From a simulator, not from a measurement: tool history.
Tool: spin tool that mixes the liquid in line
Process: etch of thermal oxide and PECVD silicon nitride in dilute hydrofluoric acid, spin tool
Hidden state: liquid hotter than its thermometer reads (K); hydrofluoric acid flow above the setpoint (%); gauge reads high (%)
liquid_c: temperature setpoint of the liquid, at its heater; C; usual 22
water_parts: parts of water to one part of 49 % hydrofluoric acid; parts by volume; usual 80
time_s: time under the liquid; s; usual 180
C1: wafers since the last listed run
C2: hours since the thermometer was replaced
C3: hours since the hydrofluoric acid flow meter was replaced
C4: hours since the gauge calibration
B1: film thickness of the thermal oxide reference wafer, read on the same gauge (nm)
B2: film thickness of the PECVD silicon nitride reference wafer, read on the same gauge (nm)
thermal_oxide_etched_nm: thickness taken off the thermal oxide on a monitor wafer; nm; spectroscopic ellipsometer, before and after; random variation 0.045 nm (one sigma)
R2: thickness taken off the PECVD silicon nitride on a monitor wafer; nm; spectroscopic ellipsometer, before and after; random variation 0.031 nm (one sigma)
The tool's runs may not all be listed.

run 1 day=0 | liquid_c=22 water_parts=80 time_s=180 | C1=0 C2=566.6 C3=108.3 C4=22.3 | B1=29.92 B2=59.83 | thermal_oxide_etched_nm=11.06 R2=5.49
run 2 day=1.308 | liquid_c=22 water_parts=80 time_s=180 | C1=139 C2=598 C3=139.7 C4=53.7 | B1=29.82 B2=59.67 | thermal_oxide_etched_nm=11.18 R2=5.46
run 3 day=2.8 | liquid_c=22 water_parts=80 time_s=180 | C1=158 C2=633.8 C3=175.5 C4=89.5 | B1=29.75 B2=59.48 | thermal_oxide_etched_nm=11.05 R2=5.49
run 4 day=3.479 | liquid_c=25 water_parts=110 time_s=280 | C1=72 C2=650.1 C3=191.8 C4=105.8 | B1=29.7 B2=59.44 | thermal_oxide_etched_nm=13.54 R2=7.57
run 5 day=4.629 | liquid_c=22 water_parts=80 time_s=180 | C1=122 C2=677.7 C3=219.4 C4=133.4 | B1=29.64 B2=59.25 | thermal_oxide_etched_nm=11 R2=5.42
run 6 day=5.9 | liquid_c=18 water_parts=100 time_s=80 | C1=135 C2=708.2 C3=249.9 C4=163.9 | B1=29.58 B2=59.16 | thermal_oxide_etched_nm=3.23 R2=1.48
run 7 day=7.033 | liquid_c=22 water_parts=80 time_s=235 | C1=120 C2=735.4 C3=277.1 C4=191.1 | B1=29.52 B2=59.03 | thermal_oxide_etched_nm=14.27 R2=7.16
run 8 day=7.75 | liquid_c=24.5 water_parts=80 time_s=95 | C1=76 C2=752.6 C3=294.3 C4=208.3 | B1=29.5 B2=58.99 | thermal_oxide_etched_nm=6.41 R2=3.38
run 9 day=9.162 | liquid_c=25 water_parts=60 time_s=90 | C1=150 C2=786.5 C3=328.2 C4=242.2 | B1=29.43 B2=58.85 | thermal_oxide_etched_nm=8.45 R2=4.39
run 10 day=10.042 | liquid_c=20 water_parts=80 time_s=125 | C1=93 C2=807.6 C3=349.3 C4=263.3 | B1=29.38 B2=58.76 | thermal_oxide_etched_nm=7 R2=3.3
run 11 day=10.658 | liquid_c=24 water_parts=65 time_s=75 | C1=65 C2=822.4 C3=364.1 C4=278.1 | B1=29.36 B2=58.72 | thermal_oxide_etched_nm=6.21 R2=3.16
run 12 day=11.288 | liquid_c=22 water_parts=80 time_s=180 | C1=66 C2=837.5 C3=379.2 C4=293.2 | B1=29.33 B2=58.68 | thermal_oxide_etched_nm=10.93 R2=5.39
run 13 day=12.029 | liquid_c=22 water_parts=80 time_s=135 | C1=78 C2=855.3 C3=397 C4=311 | B1=29.31 B2=58.63 | thermal_oxide_etched_nm=8.11 R2=4
run 14 day=12.925 | liquid_c=22 water_parts=80 time_s=180 | C1=95 C2=876.8 C3=418.5 C4=332.5 | B1=29.27 B2=58.56 | thermal_oxide_etched_nm=10.9 R2=5.35
run 15 day=13.446 | liquid_c=25 water_parts=115 time_s=180 | C1=55 C2=889.3 C3=431 C4=345 | B1=29.29 B2=58.54 | thermal_oxide_etched_nm=8.12 R2=4.53

Run 16 comes next. What will it give?
run 16 day=14.308 | liquid_c=22 water_parts=70 time_s=180 | C1=91 C2=910 C3=451.7 C4=365.7 | B1=? B2=? | thermal_oxide_etched_nm=? R2=?

Run 16 gave B1 29.24, B2 58.47, thermal_oxide_etched_nm 12.58 nm, R2 6.07 nm.
Without the tool's hidden state the same run would have given thermal_oxide_etched_nm 12.91 nm, R2 6.23 nm.

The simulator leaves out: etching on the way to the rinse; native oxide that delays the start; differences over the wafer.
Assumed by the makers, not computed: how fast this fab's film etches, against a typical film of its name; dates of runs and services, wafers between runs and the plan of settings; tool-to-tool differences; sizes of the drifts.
